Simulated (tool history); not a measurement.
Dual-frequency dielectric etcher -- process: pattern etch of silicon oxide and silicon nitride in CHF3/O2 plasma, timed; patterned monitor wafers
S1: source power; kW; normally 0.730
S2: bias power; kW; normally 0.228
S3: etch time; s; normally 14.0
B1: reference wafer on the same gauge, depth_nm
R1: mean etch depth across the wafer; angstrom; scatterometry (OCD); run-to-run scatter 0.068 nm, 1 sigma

| run | hour | S1 | S2 | S3 | B1 | R1 |
|---|---|---|---|---|---|---|
| 1 | 0.0 | 0.730 | 0.228 | 14.0 | 18.93 | 241.4 |
| 2 | 25.2 | 0.730 | 0.228 | 14.0 | 18.88 | 242.7 |
|  | 71.8 | wet clean of the chamber |
| 3 | 147.1 | 0.730 | 0.228 | 17.0 | 18.90 | 287.3 |
| 4 | 180.5 | 0.730 | 0.228 | 17.0 | 18.89 | 284.8 |
| 5 | 293.4 | 0.730 | 0.214 | 14.0 | 18.89 | 232.6 |
| 6 | 358.2 | 0.730 | 0.228 | 16.5 | 18.90 | 282.0 |
| 7 | 417.0 | 0.730 | 0.228 | 16.5 | 18.90 | 283.0 |
| 8 | 479.0 | 0.730 | 0.228 | 16.5 | 18.89 | 285.5 |
| 9 | 506.4 | 0.730 | 0.228 | 11.5 | 18.92 | 198.0 |
|  | 559.0 | wet clean of the chamber |
| 10 | 559.5 | 0.730 | 0.228 | 11.5 | 18.91 | 193.6 |
| 11 | 609.0 | 0.840 | 0.228 | 14.0 | 18.86 | 251.7 |
| 12 | 662.3 | 0.840 | 0.228 | 14.0 | 18.89 | 252.6 |
|  | 697.1 | bias power generator calibrated |
|  | 728.7 | gauge calibrated |
|  | 793.8 | source power generator calibrated |
| 13 | 827.7 | 0.730 | 0.228 | 14.0 | 18.89 | 239.8 |
| 14 | 896.7 | 0.550 | 0.228 | 17.5 | 18.87 | 263.4 |
| 15 | 951.2 | 0.820 | 0.209 | 13.0 | 18.91 | 231.7 |
|  | 983.3 | wet clean of the chamber |
| 16 | 1002.4 | 0.730 | 0.228 | 16.5 | 18.89 | 276.3 |
|  | 1062.4 | upper electrode replaced |
| 17 | 1062.9 | 0.640 | 0.209 | 12.5 | 18.92 | 190.7 |
| 18 | 1070.8 | 0.730 | 0.197 | 13.0 | 18.91 | 207.5 |
| 19 | 1130.8 | 0.570 | 0.279 | 10.0 | 18.88 | 160.7 |
| 20 | 1170.7 | 0.800 | 0.228 | 14.0 | 18.88 | 247.0 |
| 21 | 1238.8 | 0.730 | 0.228 | 14.0 | 18.90 | 238.6 |
| 22 | 1265.3 | 0.730 | 0.228 | 14.0 | 18.93 | 238.1 |
| 23 | 1323.0 | 0.730 | 0.228 | 11.0 | 18.91 | 189.4 |
| 24 | 1350.8 | 0.860 | 0.280 | 16.5 | 18.92 | 329.5 |

Here are 4 independent what-if runs from the current tool condition. What would each one return?
| A | 1351.2 | 0.730 | 0.228 | 14.0 | ? | ? |
| B | 1351.2 | 0.730 | 0.202 | 14.0 | ? | ? |
| C | 1351.2 | 0.680 | 0.228 | 15.0 | ? | ? |
| D | 1351.2 | 0.660 | 0.278 | 17.5 | ? | ? |

| run | B1 | R1 |
|---|---|---|
| A | 18.91 | 241.2 |
| B | 18.91 | 231.2 |
| C | 18.91 | 249.8 |
| D | 18.91 | 308.7 |
The same runs, with their run-to-run variation unchanged, on a tool lacking any hidden condition would have given:
| run | R1 |
|---|---|
| A | 234.1 |
| B | 224.4 |
| C | 242.4 |
| D | 299.5 |
